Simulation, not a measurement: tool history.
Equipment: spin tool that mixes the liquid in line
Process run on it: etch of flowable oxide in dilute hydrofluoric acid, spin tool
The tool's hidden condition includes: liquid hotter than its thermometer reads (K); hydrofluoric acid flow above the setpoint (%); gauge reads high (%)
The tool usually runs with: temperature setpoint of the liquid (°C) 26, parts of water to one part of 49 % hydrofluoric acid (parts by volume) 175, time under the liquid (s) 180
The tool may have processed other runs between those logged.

run   hour  temperature setpoint of the liquid (°C)  parts of water to one part of 49 % hydrofluoric acid (parts by volume)  time under the liquid (s)  wafers since the last listed run  hours since the thermometer was replaced  hours since the hydrofluoric acid flow meter was replaced  hours since the gauge calibration  read-back film thickness of the flowable oxide reference wafer, read on the same gauge (nm)  thickness taken off the flowable oxide on a monitor wafer (angstrom)
  1      0                                       26                                                                     175                        180                                 0                                    2007.7                                                      644.9                              427.3                                                                                           70                                                                 329.4
  2   59.9                                     23.5                                                                     175                        180                               423                                    2067.6                                                      704.8                              487.2                                                                                        70.02                                                                 298.9
  3   90.4                                       26                                                                     175                        180                               215                                    2098.1                                                      735.3                              517.7                                                                                           70                                                                 328.2
  4  129.5                                       26                                                                     175                        180                               276                                    2137.2                                                      774.4                              556.8                                                                                           70                                                                 331.2
  5  159.2                                       26                                                                     175                         95                               209                                    2166.9                                                      804.1                              586.5                                                                                        70.01                                                                 174.8
  6  186.2                                       26                                                                     175                         95                               190                                    2193.9                                                      831.1                              613.5                                                                                        70.02                                                                 173.4
  7  246.3                                       26                                                                     175                         95                               424                                      2254                                                      891.2                              673.6                                                                                        70.02                                                                   173
       253  -- gauge calibrated
  8  282.7                                       26                                                                     175                        230                               257                                    2290.4                                                      927.6                               29.7                                                                                        70.01                                                                 423.1
     300.1  -- hydrofluoric acid flow meter replaced
  9  343.3                                     29.5                                                                     125                        250                               421                                      2351                                                       43.2                               90.3                                                                                        69.99                                                                 813.2
     407.2  -- hydrofluoric acid flow meter replaced, repeated, since the last time left the tool worse
 10  415.1                                     21.5                                                                     235                        105                               500                                    2422.8                                                        7.9                              162.1                                                                                        70.01                                                                 107.8
     469.6  -- thermometer replaced
 11  480.7                                       21                                                                     245                         85                               456                                      11.1                                                       73.5                              227.7                                                                                           70                                                                  82.6
 12    583                                       26                                                                     175                        180                               722                                     113.4                                                      175.8                                330                                                                                           70                                                                 317.5
 13    622                                       26                                                                     150                        180                               275                                     152.4                                                      214.8                                369                                                                                           70                                                                 381.8
 14  689.6                                       22                                                                     240                        210                               477                                       220                                                      282.4                              436.6                                                                                        70.01                                                                 219.3
 15  760.8                                       24                                                                     250                        265                               503                                     291.2                                                      353.6                              507.8                                                                                           70                                                                 283.3

Below are 5 alternative next runs, each starting from the tool's condition after run 15. Predict each:
  A  761.3                                     24.5                                                                     175                        180                                 3                                     291.7                                                      354.1                              508.3                                                                                            ?                                                                     ?
  B  761.3                                       30                                                                     175                        245                                 3                                     291.7                                                      354.1                              508.3                                                                                            ?                                                                     ?
  C  761.3                                       26                                                                     265                        180                                 3                                     291.7                                                      354.1                              508.3                                                                                            ?                                                                     ?
  D  761.3                                       29                                                                     175                        230                                 3                                     291.7                                                      354.1                              508.3                                                                                            ?                                                                     ?
  E  761.3                                       30                                                                     175                        145                                 3                                     291.7                                                      354.1                              508.3                                                                                            ?                                                                     ?

run  read-back film thickness of the flowable oxide reference wafer, read on the same gauge (nm)  thickness taken off the flowable oxide on a monitor wafer (angstrom)
  A                                                                                        70.01                                                                 305.4
  B                                                                                        70.01                                                                 507.8
  C                                                                                        70.01                                                                 193.4
  D                                                                                        70.01                                                                 460.1
  E                                                                                        70.01                                                                 300.5
With the hidden condition removed and each run's random variation left untouched, the same runs would have given:
run  thickness taken off the flowable oxide on a monitor wafer (angstrom)
  A                                                                 298.8
  B                                                                 496.6
  C                                                                   189
  D                                                                   450
  E                                                                 293.9
